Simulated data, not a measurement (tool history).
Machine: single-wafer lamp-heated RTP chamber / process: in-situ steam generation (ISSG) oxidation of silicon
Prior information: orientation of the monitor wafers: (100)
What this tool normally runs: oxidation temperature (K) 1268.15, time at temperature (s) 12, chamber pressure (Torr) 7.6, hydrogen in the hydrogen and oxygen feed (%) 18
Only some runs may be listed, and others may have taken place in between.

run     day  oxidation temperature (K)  time at temperature (s)  chamber pressure (Torr)  hydrogen in the hydrogen and oxygen feed (%)  wafers since the last listed run  wafers since the last pyrometer calibration  hours since the pressure gauge was zeroed  hours since the hydrogen flow controller was replaced  hours since the gauge calibration  read-back reference wafer on the same gauge, thickness  oxide thickness on the monitor wafer (nm)
  1   0.000                    1268.15                       12                      7.6                                            18                                 0                                          630                                     2527.3                                                 6168.5                               44.9                                                   3.930                                      3.785
  2   1.108                    1268.15                       12                      7.6                                            18                               222                                          852                                     2553.9                                                 6195.1                               71.5                                                   3.931                                      3.805
  3   1.500                    1268.15                       12                      7.6                                            18                                78                                          931                                     2563.3                                                 6204.5                               80.9                                                   3.933                                      3.803
  4   2.754                    1275.15                       12                      7.6                                            18                               251                                         1183                                     2593.4                                                 6234.6                              111.0                                                   3.931                                      3.896
  5   3.158                    1275.15                       12                      7.6                                            18                                81                                         1264                                     2603.1                                                 6244.3                              120.7                                                   3.931                                      3.871
      3.650  -- hydrogen flow controller replaced
  6   3.671                    1275.15                       12                      7.6                                            18                                35                                         1300                                     2615.4                                                    0.5                              133.0                                                   3.931                                      3.888
      4.008  -- pressure gauge zeroed
      4.912  -- pyrometer window cleaned and pyrometer calibrated
  7   5.479                    1257.15                       12                      7.6                                            18                               229                                          114                                       35.3                                                   43.9                              176.4                                                   3.929                                      3.626
      5.771  -- gauge calibrated
  8   6.221                    1268.15                       12                      7.6                                            18                               148                                          263                                       53.1                                                   61.7                               10.8                                                   3.931                                      3.739
  9   6.538                    1268.15                       14                      7.6                                            18                                63                                          326                                       60.7                                                   69.3                               18.4                                                   3.932                                      4.016
 10   7.133                    1283.15                       14                      6.9                                            18                               119                                          446                                       75.0                                                   83.6                               32.7                                                   3.931                                      4.256
 11   7.829                    1268.15                       12                      7.6                                            18                               139                                          585                                       91.7                                                  100.3                               49.4                                                   3.930                                      3.774
 12   8.171                    1268.15                       12                      7.6                                            18                                68                                          654                                       99.9                                                  108.5                               57.6                                                   3.928                                      3.806
 13   8.754                    1268.15                       10                      7.6                                            26                               117                                          771                                      113.9                                                  122.5                               71.6                                                   3.927                                      3.866
 14   9.138                    1251.15                       12                      8.1                                            18                                76                                          848                                      123.1                                                  131.7                               80.8                                                   3.930                                      3.595
 15   9.733                    1268.15                       12                      7.6                                            18                               119                                          968                                      137.4                                                  146.0                               95.1                                                   3.930                                      3.816
 16  10.238                    1268.15                       12                      7.6                                            24                               101                                         1069                                      149.5                                                  158.1                              107.2                                                   3.933                                      4.094

4 options for the next run, each taken on its own from the tool as it stands now. Forecast them:
  A  10.254                    1250.15                       12                      7.6                                            18                                 3                                         1072                                      149.9                                                  158.5                              107.6                                                       ?                                          ?
  B  10.254                    1268.15                       16                      7.6                                            18                                 3                                         1072                                      149.9                                                  158.5                              107.6                                                       ?                                          ?
  C  10.254                    1268.15                       15                      9.1                                            18                                 3                                         1072                                      149.9                                                  158.5                              107.6                                                       ?                                          ?
  D  10.254                    1262.15                       16                      7.6                                            18                                 3                                         1072                                      149.9                                                  158.5                              107.6                                                       ?                                          ?

run  read-back reference wafer on the same gauge, thickness  oxide thickness on the monitor wafer (nm)
  A                                                   3.932                                      3.558
  B                                                   3.932                                      4.286
  C                                                   3.932                                      4.137
  D                                                   3.932                                      4.190
Without the tool's unlogged condition, the same runs would have read:
run  oxide thickness on the monitor wafer (nm)
  A                                      3.497
  B                                      4.193
  C                                      4.049
  D                                      4.103
